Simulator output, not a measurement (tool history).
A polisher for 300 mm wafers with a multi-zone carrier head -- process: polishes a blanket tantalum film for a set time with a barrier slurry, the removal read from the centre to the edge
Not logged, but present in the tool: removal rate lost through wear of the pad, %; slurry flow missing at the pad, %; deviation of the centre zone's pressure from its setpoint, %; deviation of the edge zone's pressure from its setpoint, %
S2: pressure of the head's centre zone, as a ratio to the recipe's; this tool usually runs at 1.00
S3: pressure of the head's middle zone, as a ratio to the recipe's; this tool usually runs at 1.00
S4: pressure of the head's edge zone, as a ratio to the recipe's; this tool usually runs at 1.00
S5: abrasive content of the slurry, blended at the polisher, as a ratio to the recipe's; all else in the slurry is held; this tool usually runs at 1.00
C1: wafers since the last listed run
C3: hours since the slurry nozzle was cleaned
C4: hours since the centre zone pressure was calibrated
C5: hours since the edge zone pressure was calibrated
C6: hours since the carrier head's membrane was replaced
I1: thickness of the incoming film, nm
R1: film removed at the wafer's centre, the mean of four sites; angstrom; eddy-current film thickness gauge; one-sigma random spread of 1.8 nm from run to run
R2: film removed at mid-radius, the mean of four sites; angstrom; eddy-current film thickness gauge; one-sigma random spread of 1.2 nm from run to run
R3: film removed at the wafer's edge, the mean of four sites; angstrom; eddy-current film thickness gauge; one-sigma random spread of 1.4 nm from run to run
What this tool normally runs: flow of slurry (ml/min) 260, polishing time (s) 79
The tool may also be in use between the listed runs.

run 1 hour=0.0 | flow_of_slurry_(ml/min)=215 S2=1.00 S3=1.08 S4=1.00 S5=1.00 polishing_time_(s)=79 | C1=0 wafers_polished_on_this_pad=1902 C3=128.3 C4=673.4 C5=607.4 C6=1387.3 | I1=373.6 | R1=1382 R2=1414 R3=1309
run 2 hour=70.0 | flow_of_slurry_(ml/min)=260 S2=0.92 S3=0.89 S4=1.00 S5=0.70 polishing_time_(s)=79 | C1=551 wafers_polished_on_this_pad=2453 C3=198.3 C4=743.4 C5=677.4 C6=1457.3 | I1=371.6 | R1=1156 R2=1121 R3=1201
run 3 hour=137.5 | flow_of_slurry_(ml/min)=295 S2=1.00 S3=1.00 S4=0.91 S5=1.00 polishing_time_(s)=67 | C1=531 wafers_polished_on_this_pad=2985 C3=265.8 C4=810.9 C5=744.9 C6=1524.8 | I1=366.3 | R1=1196 R2=1153 R3=1094
run 4 hour=192.0 | flow_of_slurry_(ml/min)=180 S2=1.00 S3=1.00 S4=1.00 S5=1.00 polishing_time_(s)=79 | C1=429 wafers_polished_on_this_pad=3415 C3=320.3 C4=865.4 C5=799.4 C6=1579.3 | I1=368.3 | R1=1262 R2=1237 R3=1256
run 5 hour=228.9 | flow_of_slurry_(ml/min)=260 S2=1.00 S3=1.00 S4=1.00 S5=1.00 polishing_time_(s)=79 | C1=290 wafers_polished_on_this_pad=3706 C3=357.2 C4=902.3 C5=836.3 C6=1616.2 | I1=373.3 | R1=1348 R2=1335 R3=1289
-- hour=243.0 worn pad replaced by a new one
run 6 hour=262.1 | flow_of_slurry_(ml/min)=260 S2=1.00 S3=1.00 S4=1.00 S5=1.00 polishing_time_(s)=79 | C1=230 wafers_polished_on_this_pad=150 C3=390.4 C4=935.5 C5=869.5 C6=1649.4 | I1=372.4 | R1=1442 R2=1406 R3=1374
run 7 hour=289.8 | flow_of_slurry_(ml/min)=260 S2=1.10 S3=1.00 S4=1.07 S5=1.00 polishing_time_(s)=79 | C1=218 wafers_polished_on_this_pad=368 C3=418.1 C4=963.2 C5=897.2 C6=1677.1 | I1=371.0 | R1=1551 R2=1385 R3=1422
run 8 hour=322.3 | flow_of_slurry_(ml/min)=260 S2=1.00 S3=1.00 S4=1.00 S5=1.00 polishing_time_(s)=79 | C1=256 wafers_polished_on_this_pad=624 C3=450.6 C4=995.7 C5=929.7 C6=1709.6 | I1=371.3 | R1=1428 R2=1392 R3=1361
-- hour=348.1 carrier head's membrane replaced by a new one
-- hour=355.8 centre zone pressure recalibrated
run 9 hour=386.7 | flow_of_slurry_(ml/min)=260 S2=1.00 S3=1.00 S4=1.00 S5=1.00 polishing_time_(s)=79 | C1=452 wafers_polished_on_this_pad=1077 C3=515.0 C4=30.9 C5=994.1 C6=38.6 | I1=371.3 | R1=1402 R2=1361 R3=1360
run 10 hour=410.7 | flow_of_slurry_(ml/min)=260 S2=1.00 S3=0.89 S4=0.95 S5=1.00 polishing_time_(s)=79 | C1=189 wafers_polished_on_this_pad=1266 C3=539.0 C4=54.9 C5=1018.1 C6=62.6 | I1=370.7 | R1=1399 R2=1246 R3=1321
run 11 hour=447.7 | flow_of_slurry_(ml/min)=260 S2=1.00 S3=1.03 S4=1.00 S5=1.30 polishing_time_(s)=79 | C1=291 wafers_polished_on_this_pad=1558 C3=576.0 C4=91.9 C5=1055.1 C6=99.6 | I1=361.7 | R1=1521 R2=1473 R3=1423
run 12 hour=485.7 | flow_of_slurry_(ml/min)=305 S2=0.89 S3=1.00 S4=1.00 S5=0.85 polishing_time_(s)=79 | C1=299 wafers_polished_on_this_pad=1857 C3=614.0 C4=129.9 C5=1093.1 C6=137.6 | I1=371.6 | R1=1253 R2=1327 R3=1308
-- hour=543.0 slurry nozzle cleaned
run 13 hour=548.8 | flow_of_slurry_(ml/min)=260 S2=0.90 S3=0.92 S4=1.00 S5=1.00 polishing_time_(s)=79 | C1=489 wafers_polished_on_this_pad=2346 C3=5.8 C4=193.0 C5=1156.2 C6=200.7 | I1=363.9 | R1=1238 R2=1267 R3=1318
run 14 hour=581.2 | flow_of_slurry_(ml/min)=260 S2=1.00 S3=1.00 S4=1.00 S5=1.00 polishing_time_(s)=79 | C1=255 wafers_polished_on_this_pad=2602 C3=38.2 C4=225.4 C5=1188.6 C6=233.1 | I1=371.4 | R1=1399 R2=1344 R3=1331
-- hour=591.8 edge zone pressure recalibrated
run 15 hour=632.4 | flow_of_slurry_(ml/min)=260 S2=1.06 S3=0.97 S4=0.95 S5=0.70 polishing_time_(s)=79 | C1=387 wafers_polished_on_this_pad=2989 C3=89.4 C4=276.6 C5=40.6 C6=284.3 | I1=377.3 | R1=1328 R2=1192 R3=1184
run 16 hour=656.8 | flow_of_slurry_(ml/min)=260 S2=1.00 S3=1.00 S4=1.00 S5=1.00 polishing_time_(s)=79 | C1=192 wafers_polished_on_this_pad=3182 C3=113.8 C4=301.0 C5=65.0 C6=308.7 | I1=370.5 | R1=1370 R2=1334 R3=1315
run 17 hour=719.0 | flow_of_slurry_(ml/min)=260 S2=1.00 S3=1.00 S4=0.91 S5=0.80 polishing_time_(s)=79 | C1=490 wafers_polished_on_this_pad=3672 C3=176.0 C4=363.2 C5=127.2 C6=370.9 | I1=367.7 | R1=1273 R2=1251 R3=1188
run 18 hour=779.2 | flow_of_slurry_(ml/min)=260 S2=1.00 S3=1.00 S4=1.00 S5=1.25 polishing_time_(s)=79 | C1=474 wafers_polished_on_this_pad=4146 C3=236.2 C4=423.4 C5=187.4 C6=431.1 | I1=371.0 | R1=1405 R2=1374 R3=1373
-- hour=794.7 worn pad replaced by a new one
run 19 hour=830.9 | flow_of_slurry_(ml/min)=260 S2=0.96 S3=1.00 S4=1.00 S5=1.00 polishing_time_(s)=105 | C1=375 wafers_polished_on_this_pad=285 C3=287.9 C4=475.1 C5=239.1 C6=482.8 | I1=363.5 | R1=1814 R2=1839 R3=1877
run 20 hour=883.8 | flow_of_slurry_(ml/min)=190 S2=1.00 S3=1.00 S4=0.90 S5=0.85 polishing_time_(s)=79 | C1=416 wafers_polished_on_this_pad=701 C3=340.8 C4=528.0 C5=292.0 C6=535.7 | I1=365.0 | R1=1297 R2=1265 R3=1209
run 21 hour=940.5 | flow_of_slurry_(ml/min)=260 S2=1.00 S3=1.00 S4=1.04 S5=1.00 polishing_time_(s)=79 | C1=446 wafers_polished_on_this_pad=1148 C3=397.5 C4=584.7 C5=348.7 C6=592.4 | I1=369.9 | R1=1422 R2=1367 R3=1400

Each row is a separate what-if for the run after 21, all from the same tool condition, not one after another. Results?
run A hour=941.0 | flow_of_slurry_(ml/min)=260 S2=1.00 S3=1.00 S4=1.06 S5=1.00 polishing_time_(s)=79 | C1=3 wafers_polished_on_this_pad=1152 C3=398.0 C4=585.2 C5=349.2 C6=592.9 | I1=366.5 | R1=? R2=? R3=?
run B hour=941.0 | flow_of_slurry_(ml/min)=260 S2=1.00 S3=1.11 S4=0.92 S5=1.00 polishing_time_(s)=79 | C1=3 wafers_polished_on_this_pad=1152 C3=398.0 C4=585.2 C5=349.2 C6=592.9 | I1=366.5 | R1=? R2=? R3=?
run C hour=941.0 | flow_of_slurry_(ml/min)=295 S2=1.00 S3=0.93 S4=1.11 S5=1.00 polishing_time_(s)=79 | C1=3 wafers_polished_on_this_pad=1152 C3=398.0 C4=585.2 C5=349.2 C6=592.9 | I1=366.5 | R1=? R2=? R3=?
run D hour=941.0 | flow_of_slurry_(ml/min)=235 S2=1.00 S3=1.00 S4=1.00 S5=1.00 polishing_time_(s)=79 | C1=3 wafers_polished_on_this_pad=1152 C3=398.0 C4=585.2 C5=349.2 C6=592.9 | I1=366.5 | R1=? R2=? R3=?

run=A R1=1420 R2=1377 R3=1392
run=B R1=1421 R2=1505 R3=1305
run=C R1=1442 R2=1314 R3=1439
run=D R1=1399 R2=1359 R3=1342
Without the tool's unlogged condition, the same runs would have read:
run=A R1=1450 R2=1406 R3=1422
run=B R1=1451 R2=1537 R3=1333
run=C R1=1473 R2=1342 R3=1470
run=D R1=1429 R2=1388 R3=1371
